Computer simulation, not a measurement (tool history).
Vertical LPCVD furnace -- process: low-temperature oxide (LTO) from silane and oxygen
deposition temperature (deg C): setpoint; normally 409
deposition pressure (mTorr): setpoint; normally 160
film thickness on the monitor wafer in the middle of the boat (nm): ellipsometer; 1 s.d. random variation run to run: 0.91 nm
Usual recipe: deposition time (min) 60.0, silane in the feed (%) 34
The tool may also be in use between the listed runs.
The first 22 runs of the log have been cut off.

run    hour  deposition temperature (deg C)  deposition pressure (mTorr)  deposition time (min)  silane in the feed (%)  read-back reference wafer on the same gauge, thickness  film thickness on the monitor wafer in the middle of the boat (nm)
     1629.2  -- gauge calibrated
 23  1651.5                             405                          160                   60.0                      32                                                  399.93                                                              319.65
     1705.8  -- silane flow controller replaced
 24  1706.3                             409                          160                   60.0                      34                                                  399.87                                                              360.83
 25  1775.5                             409                          130                   44.0                      34                                                  399.97                                                              215.07
 26  1823.5                             409                          160                   60.0                      34                                                  400.07                                                              361.39
 27  1879.5                             421                          160                   60.0                      34                                                  400.07                                                              414.20
 28  1938.3                             414                          160                   60.0                      40                                                  399.85                                                              466.82
 29  2030.6                             409                          130                   44.0                      34                                                  399.80                                                              214.84
 30  2082.9                             409                          160                   60.0                      34                                                  399.93                                                              362.18
 31  2189.0                             401                          190                   77.0                      40                                                  400.10                                                              618.23
 32  2285.4                             409                          150                   40.0                      34                                                  399.95                                                              225.26

Forecast each of these 3 alternatives for the next run:
  A  2289.3                             409                          160                   60.0                      39                                                       ?                                                                   ?
  B  2289.3                             417                          145                   76.5                      30                                                       ?                                                                   ?
  C  2289.3                             421                          140                   60.0                      34                                                       ?                                                                   ?

run  read-back reference wafer on the same gauge, thickness  film thickness on the monitor wafer in the middle of the boat (nm)
  A                                                  400.07                                                              429.21
  B                                                  400.07                                                              383.16
  C                                                  400.07                                                              359.27
What these runs would have given with no unlogged condition in the tool:
run  film thickness on the monitor wafer in the middle of the boat (nm)
  A                                                              433.45
  B                                                              387.34
  C                                                              363.32
